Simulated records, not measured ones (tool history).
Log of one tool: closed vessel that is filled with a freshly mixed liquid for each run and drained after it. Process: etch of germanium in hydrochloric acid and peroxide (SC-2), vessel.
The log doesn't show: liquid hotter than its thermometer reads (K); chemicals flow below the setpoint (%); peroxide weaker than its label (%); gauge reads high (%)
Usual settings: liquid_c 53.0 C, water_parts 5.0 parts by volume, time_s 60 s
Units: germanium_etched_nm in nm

run	day	liquid_c	water_parts	time_s	wafers since the last listed run	hours since the thermometer was replaced	hours since the chemicals flow meter was replaced	hours since the drum of peroxide was connected	hours since the gauge calibration	read-back film thickness of the germanium reference wafer, read on the same gauge (nm)	germanium_etched_nm
1	0.000	50.5	5.0	60	0	1885.7	398.2	856.8	763.3	110.00	114.51
2	4.008	50.5	5.0	60	9011	1981.9	494.4	953.0	859.5	109.99	114.44
3	7.917	50.5	5.0	60	8786	2075.7	588.2	1046.8	953.3	110.00	115.63
# day 10.404: chemicals flow meter replaced
4	10.604	53.0	5.0	60	5948	2140.2	4.8	1111.3	1017.8	110.00	124.42
5	13.650	53.0	5.0	60	6847	2213.3	77.9	1184.4	1090.9	109.99	123.19
6	17.058	53.0	5.0	60	7662	2295.1	159.7	1266.2	1172.7	109.97	123.70
7	21.821	53.0	5.5	40	10707	2409.4	274.0	1380.5	1287.0	110.00	82.35
# day 24.238: new drum of peroxide connected
8	24.354	53.0	5.5	40	5601	2470.2	334.8	2.8	1347.8	109.99	82.54
9	28.762	53.0	5.5	40	9911	2576.0	440.6	108.6	1453.6	110.02	83.11
10	30.642	53.0	5.0	60	4224	2621.1	485.7	153.7	1498.7	110.01	123.33
# day 31.767: chemicals flow meter replaced
11	33.142	60.0	4.5	60	5526	2681.1	33.0	213.7	1558.7	109.98	152.70
# day 34.579: gauge calibrated
# day 38.092: thermometer replaced
12	40.704	53.0	5.0	60	16908	62.7	214.5	395.2	147.0	109.99	124.77
13	44.538	62.0	6.0	60	8618	154.7	306.5	487.2	239.0	110.00	161.86
14	46.238	48.5	4.0	75	3822	195.5	347.3	528.0	279.8	109.97	135.29
15	49.492	53.0	5.0	60	7316	273.6	425.4	606.1	357.9	109.99	124.98
16	51.671	58.0	7.5	35	4899	325.9	477.7	658.4	410.2	110.00	83.11
17	56.017	53.0	5.0	60	9770	430.2	582.0	762.7	514.5	109.99	124.62
# day 57.717: chemicals flow meter replaced
18	57.950	46.5	4.0	75	4252	476.6	5.6	809.1	560.9	110.00	127.21
19	60.588	53.0	5.0	60	5929	539.9	68.9	872.4	624.2	110.02	123.29

Forecast run 20:
20	63.200	53.0	5.0	60	5873	602.6	131.6	935.1	686.9	?	?

read-back film thickness of the germanium reference wafer, read on the same gauge (nm): 110.04
germanium_etched_nm: 121.81 nm
Without the tool's hidden state the same run would have given germanium_etched_nm 121.81 nm.
